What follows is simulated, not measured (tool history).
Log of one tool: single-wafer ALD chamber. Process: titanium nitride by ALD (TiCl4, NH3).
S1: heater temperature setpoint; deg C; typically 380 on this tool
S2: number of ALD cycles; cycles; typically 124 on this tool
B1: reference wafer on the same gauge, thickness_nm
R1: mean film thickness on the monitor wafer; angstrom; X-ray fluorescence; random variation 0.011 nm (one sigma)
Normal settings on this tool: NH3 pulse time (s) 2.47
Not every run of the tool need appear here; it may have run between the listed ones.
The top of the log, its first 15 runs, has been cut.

{"run": 16, "hour": 1027.5, "S1": 380, "S2": 124, "NH3 pulse time (s)": 2.47, "B1": 2.471, "R1": 26.64}
{"run": 17, "hour": 1102.7, "S1": 380, "S2": 124, "NH3 pulse time (s)": 2.47, "B1": 2.469, "R1": 26.67}
{"run": 18, "hour": 1152.6, "S1": 380, "S2": 124, "NH3 pulse time (s)": 2.47, "B1": 2.47, "R1": 26.81}
{"run": 19, "hour": 1215.2, "S1": 380, "S2": 124, "NH3 pulse time (s)": 2.47, "B1": 2.473, "R1": 26.41}
{"run": 20, "hour": 1299.1, "S1": 374, "S2": 111, "NH3 pulse time (s)": 3.18, "B1": 2.467, "R1": 23.99}
{"hour": 1310.1, "done": "showerhead replaced"}
{"run": 21, "hour": 1382.3, "S1": 380, "S2": 124, "NH3 pulse time (s)": 2.18, "B1": 2.469, "R1": 26.57}
{"run": 22, "hour": 1471.6, "S1": 390, "S2": 148, "NH3 pulse time (s)": 3.13, "B1": 2.469, "R1": 32.21}
{"run": 23, "hour": 1560.0, "S1": 366, "S2": 124, "NH3 pulse time (s)": 2.47, "B1": 2.465, "R1": 26.02}
{"run": 24, "hour": 1651.1, "S1": 374, "S2": 124, "NH3 pulse time (s)": 2.47, "B1": 2.469, "R1": 26.4}
{"hour": 1663.9, "done": "gauge calibrated"}
{"run": 25, "hour": 1690.2, "S1": 380, "S2": 117, "NH3 pulse time (s)": 2.47, "B1": 2.469, "R1": 25.26}
{"run": 26, "hour": 1761.4, "S1": 385, "S2": 142, "NH3 pulse time (s)": 1.53, "B1": 2.471, "R1": 29.96}
{"run": 27, "hour": 1861.6, "S1": 394, "S2": 124, "NH3 pulse time (s)": 2.91, "B1": 2.47, "R1": 27.12}
{"run": 28, "hour": 1927.9, "S1": 380, "S2": 124, "NH3 pulse time (s)": 2.47, "B1": 2.469, "R1": 26.57}
{"run": 29, "hour": 2020.8, "S1": 392, "S2": 118, "NH3 pulse time (s)": 2.85, "B1": 2.471, "R1": 25.69}
{"hour": 2044.2, "done": "thermocouple changed; heater temperature recalibrated"}
{"run": 30, "hour": 2093.1, "S1": 387, "S2": 99, "NH3 pulse time (s)": 2.97, "B1": 2.471, "R1": 21.56}
{"run": 31, "hour": 2177.3, "S1": 392, "S2": 112, "NH3 pulse time (s)": 1.93, "B1": 2.468, "R1": 24.1}
{"run": 32, "hour": 2236.8, "S1": 370, "S2": 124, "NH3 pulse time (s)": 2.47, "B1": 2.468, "R1": 26.4}
{"run": 33, "hour": 2321.5, "S1": 380, "S2": 124, "NH3 pulse time (s)": 2.47, "B1": 2.47, "R1": 26.64}
{"run": 34, "hour": 2373.1, "S1": 367, "S2": 144, "NH3 pulse time (s)": 3.36, "B1": 2.472, "R1": 30.68}
{"run": 35, "hour": 2419.0, "S1": 380, "S2": 144, "NH3 pulse time (s)": 2.94, "B1": 2.475, "R1": 31.13}
{"run": 36, "hour": 2496.2, "S1": 373, "S2": 145, "NH3 pulse time (s)": 3.32, "B1": 2.467, "R1": 31.4}
{"run": 37, "hour": 2557.1, "S1": 380, "S2": 124, "NH3 pulse time (s)": 2.47, "B1": 2.472, "R1": 26.52}
{"run": 38, "hour": 2615.4, "S1": 374, "S2": 124, "NH3 pulse time (s)": 2.47, "B1": 2.471, "R1": 26.57}
{"run": 39, "hour": 2653.8, "S1": 380, "S2": 139, "NH3 pulse time (s)": 3.25, "B1": 2.473, "R1": 30.01}

5 ways to go on from here, each from the tool as it stands after run 39. What would each give?
{"run": "A", "hour": 2654.5, "S1": 380, "S2": 124, "NH3 pulse time (s)": 2.47, "B1": "?", "R1": "?"}
{"run": "B", "hour": 2654.5, "S1": 373, "S2": 124, "NH3 pulse time (s)": 1.62, "B1": "?", "R1": "?"}
{"run": "C", "hour": 2654.5, "S1": 375, "S2": 145, "NH3 pulse time (s)": 3.21, "B1": "?", "R1": "?"}
{"run": "D", "hour": 2654.5, "S1": 394, "S2": 124, "NH3 pulse time (s)": 2.89, "B1": "?", "R1": "?"}
{"run": "E", "hour": 2654.5, "S1": 384, "S2": 124, "NH3 pulse time (s)": 1.83, "B1": "?", "R1": "?"}

run=A B1=2.469 R1=26.72
run=B B1=2.469 R1=25.98
run=C B1=2.469 R1=31.44
run=D B1=2.469 R1=27.16
run=E B1=2.469 R1=26.51
Stripped of hidden state, with their random variation kept, the same runs would have yielded:
run=A R1=26.72
run=B R1=25.98
run=C R1=31.44
run=D R1=27.16
run=E R1=26.51
